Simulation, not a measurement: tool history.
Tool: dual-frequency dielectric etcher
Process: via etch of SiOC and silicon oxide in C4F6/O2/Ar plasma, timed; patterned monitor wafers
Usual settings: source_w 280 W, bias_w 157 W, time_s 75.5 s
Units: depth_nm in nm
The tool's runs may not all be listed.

| run | hour | source_w | bias_w | time_s | read-back reference wafer on the same gauge, depth_nm | depth_nm |
|---|---|---|---|---|---|---|
| 1 | 0.0 | 280 | 157 | 75.5 | 62.4 | 69.6 |
| 2 | 12.7 | 280 | 157 | 75.5 | 62.5 | 69.5 |
| 3 | 34.4 | 280 | 157 | 75.5 | 62.5 | 69.6 |
| 4 | 47.3 | 280 | 157 | 75.5 | 62.4 | 69.5 |
| 5 | 63.7 | 300 | 157 | 75.5 | 62.5 | 72.5 |
| 6 | 84.5 | 300 | 157 | 75.5 | 62.6 | 72.5 |
| 7 | 106.5 | 300 | 157 | 75.5 | 62.6 | 73.0 |
| 8 | 130.8 | 280 | 157 | 75.5 | 62.5 | 71.0 |
|  | 173.3 | wet clean of the chamber |
| 9 | 173.8 | 280 | 157 | 75.5 | 62.5 | 67.6 |
| 10 | 174.2 | 280 | 157 | 75.5 | 62.5 | 67.6 |
|  | 182.5 | bias power generator calibrated |
| 11 | 197.2 | 280 | 157 | 75.5 | 62.5 | 67.7 |
| 12 | 218.7 | 350 | 187 | 58.5 | 62.6 | 61.3 |
|  | 224.0 | gauge calibrated |
| 13 | 248.5 | 240 | 157 | 67.0 | 62.4 | 55.1 |
|  | 276.7 | source power generator calibrated |
| 14 | 282.2 | 230 | 178 | 66.5 | 62.5 | 55.9 |
| 15 | 309.6 | 280 | 168 | 97.0 | 62.6 | 89.6 |
| 16 | 335.0 | 250 | 157 | 75.5 | 62.4 | 65.1 |
| 17 | 367.6 | 280 | 157 | 75.5 | 62.4 | 69.1 |
| 18 | 379.9 | 280 | 157 | 66.5 | 62.6 | 60.3 |
|  | 406.7 | upper electrode replaced |
| 19 | 408.3 | 330 | 144 | 65.0 | 62.5 | 63.0 |
| 20 | 441.0 | 280 | 157 | 75.5 | 62.5 | 69.4 |
| 21 | 470.2 | 260 | 157 | 75.5 | 62.6 | 66.8 |
| 22 | 498.3 | 300 | 175 | 75.5 | 62.5 | 73.5 |
| 23 | 532.8 | 320 | 157 | 75.5 | 62.5 | 74.4 |

3 ways to go on from here, each from the tool as it stands after run 23. What would each give?
| A | 533.2 | 280 | 157 | 75.5 | ? | ? |
| B | 533.2 | 280 | 145 | 84.0 | ? | ? |
| C | 533.2 | 320 | 193 | 60.5 | ? | ? |

| run | read-back reference wafer on the same gauge, depth_nm | depth_nm |
|---|---|---|
| A | 62.4 | 69.7 |
| B | 62.4 | 75.9 |
| C | 62.4 | 63.2 |
Without the tool's hidden state the same runs would have given:
| run | depth_nm |
|---|---|
| A | 67.5 |
| B | 73.5 |
| C | 61.2 |

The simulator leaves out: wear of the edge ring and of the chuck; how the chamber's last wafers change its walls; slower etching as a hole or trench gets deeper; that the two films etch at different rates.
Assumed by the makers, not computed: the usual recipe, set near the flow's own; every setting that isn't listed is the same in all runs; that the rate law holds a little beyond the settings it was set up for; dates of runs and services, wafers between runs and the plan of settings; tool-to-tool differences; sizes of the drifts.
